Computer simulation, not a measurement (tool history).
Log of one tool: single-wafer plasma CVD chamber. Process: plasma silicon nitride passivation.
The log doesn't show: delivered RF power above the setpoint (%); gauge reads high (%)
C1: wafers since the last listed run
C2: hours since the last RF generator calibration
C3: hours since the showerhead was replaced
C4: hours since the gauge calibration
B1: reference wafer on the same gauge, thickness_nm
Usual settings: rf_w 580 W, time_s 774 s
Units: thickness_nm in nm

{"run": 1, "hour": 0.0, "rf_w": 620, "time_s": 858, "C1": 0, "C2": 1407.8, "C3": 3329.8, "C4": 672.8, "B1": 1389.79, "thickness_nm": 1484.244}
{"run": 2, "hour": 53.8, "rf_w": 580, "time_s": 774, "C1": 191, "C2": 1461.6, "C3": 3383.6, "C4": 726.6, "B1": 1390.355, "thickness_nm": 1317.542}
{"run": 3, "hour": 78.4, "rf_w": 580, "time_s": 774, "C1": 87, "C2": 1486.2, "C3": 3408.2, "C4": 751.2, "B1": 1389.361, "thickness_nm": 1307.623}
{"run": 4, "hour": 140.3, "rf_w": 580, "time_s": 895, "C1": 220, "C2": 1548.1, "C3": 3470.1, "C4": 813.1, "B1": 1390.133, "thickness_nm": 1515.38}
{"run": 5, "hour": 202.5, "rf_w": 580, "time_s": 895, "C1": 221, "C2": 1610.3, "C3": 3532.3, "C4": 875.3, "B1": 1389.984, "thickness_nm": 1523.399}
{"run": 6, "hour": 249.2, "rf_w": 620, "time_s": 774, "C1": 166, "C2": 1657, "C3": 3579, "C4": 922, "B1": 1390.027, "thickness_nm": 1332.685}
{"run": 7, "hour": 315.2, "rf_w": 620, "time_s": 774, "C1": 234, "C2": 1723, "C3": 3645, "C4": 988, "B1": 1390.232, "thickness_nm": 1333.797}
{"run": 8, "hour": 359.7, "rf_w": 620, "time_s": 774, "C1": 158, "C2": 1767.5, "C3": 3689.5, "C4": 1032.5, "B1": 1389.922, "thickness_nm": 1337.108}
{"run": 9, "hour": 426.5, "rf_w": 580, "time_s": 888, "C1": 237, "C2": 1834.3, "C3": 3756.3, "C4": 1099.3, "B1": 1389.571, "thickness_nm": 1499.827}
{"hour": 444.4, "done": "showerhead replaced"}
{"run": 10, "hour": 494.9, "rf_w": 580, "time_s": 888, "C1": 214, "C2": 1902.7, "C3": 50.5, "C4": 1167.7, "B1": 1388.817, "thickness_nm": 1512.623}
{"run": 11, "hour": 523.3, "rf_w": 655, "time_s": 872, "C1": 101, "C2": 1931.1, "C3": 78.9, "C4": 1196.1, "B1": 1389.718, "thickness_nm": 1526.912}
{"hour": 538.4, "done": "gauge calibrated"}
{"run": 12, "hour": 571.1, "rf_w": 655, "time_s": 872, "C1": 170, "C2": 1978.9, "C3": 126.7, "C4": 32.7, "B1": 1390.879, "thickness_nm": 1520.66}
{"run": 13, "hour": 620.2, "rf_w": 655, "time_s": 872, "C1": 174, "C2": 2028, "C3": 175.8, "C4": 81.8, "B1": 1390.166, "thickness_nm": 1522.078}
{"run": 14, "hour": 646.5, "rf_w": 540, "time_s": 678, "C1": 93, "C2": 2054.3, "C3": 202.1, "C4": 108.1, "B1": 1390.331, "thickness_nm": 1133.966}
{"run": 15, "hour": 699.8, "rf_w": 580, "time_s": 635, "C1": 189, "C2": 2107.6, "C3": 255.4, "C4": 161.4, "B1": 1390.522, "thickness_nm": 1078.334}
{"run": 16, "hour": 740.5, "rf_w": 645, "time_s": 627, "C1": 144, "C2": 2148.3, "C3": 296.1, "C4": 202.1, "B1": 1390.38, "thickness_nm": 1091.509}
{"run": 17, "hour": 799.8, "rf_w": 580, "time_s": 774, "C1": 210, "C2": 2207.6, "C3": 355.4, "C4": 261.4, "B1": 1390.219, "thickness_nm": 1306.041}
{"hour": 857.0, "done": "RF generator calibrated"}
{"run": 18, "hour": 914.1, "rf_w": 540, "time_s": 678, "C1": 378, "C2": 57.1, "C3": 469.7, "C4": 375.7, "B1": 1389.614, "thickness_nm": 1137.481}
{"run": 19, "hour": 949.1, "rf_w": 635, "time_s": 683, "C1": 124, "C2": 92.1, "C3": 504.7, "C4": 410.7, "B1": 1389.951, "thickness_nm": 1179.281}
{"run": 20, "hour": 974.4, "rf_w": 690, "time_s": 735, "C1": 89, "C2": 117.4, "C3": 530, "C4": 436, "B1": 1389.158, "thickness_nm": 1307.907}
{"run": 21, "hour": 1029.5, "rf_w": 580, "time_s": 774, "C1": 195, "C2": 172.5, "C3": 585.1, "C4": 491.1, "B1": 1390.118, "thickness_nm": 1314.395}
{"run": 22, "hour": 1087.8, "rf_w": 525, "time_s": 774, "C1": 207, "C2": 230.8, "C3": 643.4, "C4": 549.4, "B1": 1389.526, "thickness_nm": 1280.948}
{"run": 23, "hour": 1118.0, "rf_w": 630, "time_s": 774, "C1": 107, "C2": 261, "C3": 673.6, "C4": 579.6, "B1": 1390.059, "thickness_nm": 1342.441}
{"run": 24, "hour": 1142.0, "rf_w": 580, "time_s": 641, "C1": 85, "C2": 285, "C3": 697.6, "C4": 603.6, "B1": 1389.713, "thickness_nm": 1084.212}
{"run": 25, "hour": 1205.0, "rf_w": 580, "time_s": 774, "C1": 224, "C2": 348, "C3": 760.6, "C4": 666.6, "B1": 1391.183, "thickness_nm": 1311.768}
{"run": 26, "hour": 1244.3, "rf_w": 495, "time_s": 705, "C1": 139, "C2": 387.3, "C3": 799.9, "C4": 705.9, "B1": 1390.733, "thickness_nm": 1150.398}

What the log doesn't show, run by run:
delivered RF power above the setpoint (%): 0 in every run
gauge reads high (%): 0 in every run
